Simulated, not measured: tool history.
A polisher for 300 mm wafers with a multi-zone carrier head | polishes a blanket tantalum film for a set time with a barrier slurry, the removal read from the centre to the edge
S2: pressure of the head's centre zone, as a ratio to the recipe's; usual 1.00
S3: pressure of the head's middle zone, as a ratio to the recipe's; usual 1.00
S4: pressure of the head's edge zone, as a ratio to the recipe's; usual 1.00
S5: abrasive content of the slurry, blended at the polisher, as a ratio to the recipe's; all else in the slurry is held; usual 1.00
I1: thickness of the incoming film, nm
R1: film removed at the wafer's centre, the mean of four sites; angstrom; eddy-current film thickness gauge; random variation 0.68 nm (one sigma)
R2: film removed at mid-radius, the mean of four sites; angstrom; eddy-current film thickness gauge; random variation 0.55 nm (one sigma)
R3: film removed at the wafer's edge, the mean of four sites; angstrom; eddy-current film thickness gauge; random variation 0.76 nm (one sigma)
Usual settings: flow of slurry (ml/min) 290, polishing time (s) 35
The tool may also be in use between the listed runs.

{"run": 1, "day": 0.0, "flow of slurry (ml/min)": 290, "S2": 1.0, "S3": 1.0, "S4": 1.0, "S5": 1.0, "polishing time (s)": 35, "I1": 469.2, "R1": 486, "R2": 478, "R3": 492}
{"run": 2, "day": 1.483, "flow of slurry (ml/min)": 290, "S2": 1.0, "S3": 1.0, "S4": 1.0, "S5": 0.8, "polishing time (s)": 35, "I1": 466.1, "R1": 452, "R2": 447, "R3": 469}
{"day": 2.158, "done": "worn pad replaced by a new one, of another model than before"}
{"run": 3, "day": 2.946, "flow of slurry (ml/min)": 290, "S2": 1.0, "S3": 1.0, "S4": 0.94, "S5": 1.0, "polishing time (s)": 35, "I1": 456.4, "R1": 433, "R2": 447, "R3": 444}
{"run": 4, "day": 3.538, "flow of slurry (ml/min)": 290, "S2": 1.0, "S3": 0.93, "S4": 1.0, "S5": 0.85, "polishing time (s)": 35, "I1": 459.3, "R1": 411, "R2": 399, "R3": 448}
{"run": 5, "day": 4.154, "flow of slurry (ml/min)": 290, "S2": 1.0, "S3": 0.93, "S4": 1.0, "S5": 0.85, "polishing time (s)": 35, "I1": 461.2, "R1": 391, "R2": 379, "R3": 431}
{"run": 6, "day": 4.896, "flow of slurry (ml/min)": 290, "S2": 1.0, "S3": 0.93, "S4": 1.0, "S5": 0.85, "polishing time (s)": 35, "I1": 455.5, "R1": 378, "R2": 371, "R3": 429}
{"day": 5.288, "done": "carrier head's membrane replaced by a new one"}
{"day": 5.462, "done": "slurry nozzle cleaned"}
{"run": 7, "day": 5.642, "flow of slurry (ml/min)": 245, "S2": 1.0, "S3": 1.0, "S4": 1.0, "S5": 1.0, "polishing time (s)": 35, "I1": 460.6, "R1": 490, "R2": 494, "R3": 505}
{"run": 8, "day": 6.371, "flow of slurry (ml/min)": 290, "S2": 1.0, "S3": 1.0, "S4": 1.11, "S5": 0.75, "polishing time (s)": 35, "I1": 454.1, "R1": 463, "R2": 471, "R3": 507}
{"run": 9, "day": 7.808, "flow of slurry (ml/min)": 290, "S2": 1.0, "S3": 1.0, "S4": 1.0, "S5": 1.0, "polishing time (s)": 35, "I1": 460.4, "R1": 503, "R2": 508, "R3": 518}
{"day": 8.112, "done": "worn pad replaced by a new one"}
{"run": 10, "day": 8.746, "flow of slurry (ml/min)": 290, "S2": 0.91, "S3": 1.0, "S4": 1.0, "S5": 1.0, "polishing time (s)": 35, "I1": 455.0, "R1": 470, "R2": 515, "R3": 507}
{"run": 11, "day": 9.812, "flow of slurry (ml/min)": 325, "S2": 1.0, "S3": 1.0, "S4": 0.96, "S5": 1.1, "polishing time (s)": 46, "I1": 465.9, "R1": 659, "R2": 691, "R3": 684}
{"run": 12, "day": 11.271, "flow of slurry (ml/min)": 290, "S2": 1.0, "S3": 1.0, "S4": 1.0, "S5": 1.0, "polishing time (s)": 35, "I1": 455.6, "R1": 504, "R2": 511, "R3": 521}
{"day": 11.638, "done": "centre zone pressure recalibrated"}
{"day": 12.121, "done": "edge zone pressure recalibrated"}
{"run": 13, "day": 12.667, "flow of slurry (ml/min)": 290, "S2": 1.0, "S3": 1.0, "S4": 0.91, "S5": 1.0, "polishing time (s)": 35, "I1": 453.7, "R1": 491, "R2": 497, "R3": 490}
{"run": 14, "day": 13.921, "flow of slurry (ml/min)": 290, "S2": 1.0, "S3": 1.0, "S4": 1.0, "S5": 1.0, "polishing time (s)": 35, "I1": 457.4, "R1": 506, "R2": 499, "R3": 511}
{"day": 14.212, "done": "worn pad replaced by a new one"}
{"run": 15, "day": 15.142, "flow of slurry (ml/min)": 290, "S2": 0.88, "S3": 1.11, "S4": 1.1, "S5": 0.8, "polishing time (s)": 35, "I1": 465.7, "R1": 415, "R2": 519, "R3": 490}
{"run": 16, "day": 16.292, "flow of slurry (ml/min)": 290, "S2": 1.0, "S3": 1.0, "S4": 1.0, "S5": 1.25, "polishing time (s)": 26, "I1": 456.2, "R1": 383, "R2": 387, "R3": 393}

Forecast run 17:
{"run": 17, "day": 17.275, "flow of slurry (ml/min)": 290, "S2": 1.0, "S3": 1.0, "S4": 1.0, "S5": 1.0, "polishing time (s)": 35, "I1": 461.8, "R1": "?", "R2": "?", "R3": "?"}

R1: 473 angstrom
R2: 486 angstrom
R3: 514 angstrom
Without the tool's hidden state the same run would have given R1 491 angstrom, R2 503 angstrom, R3 527 angstrom.
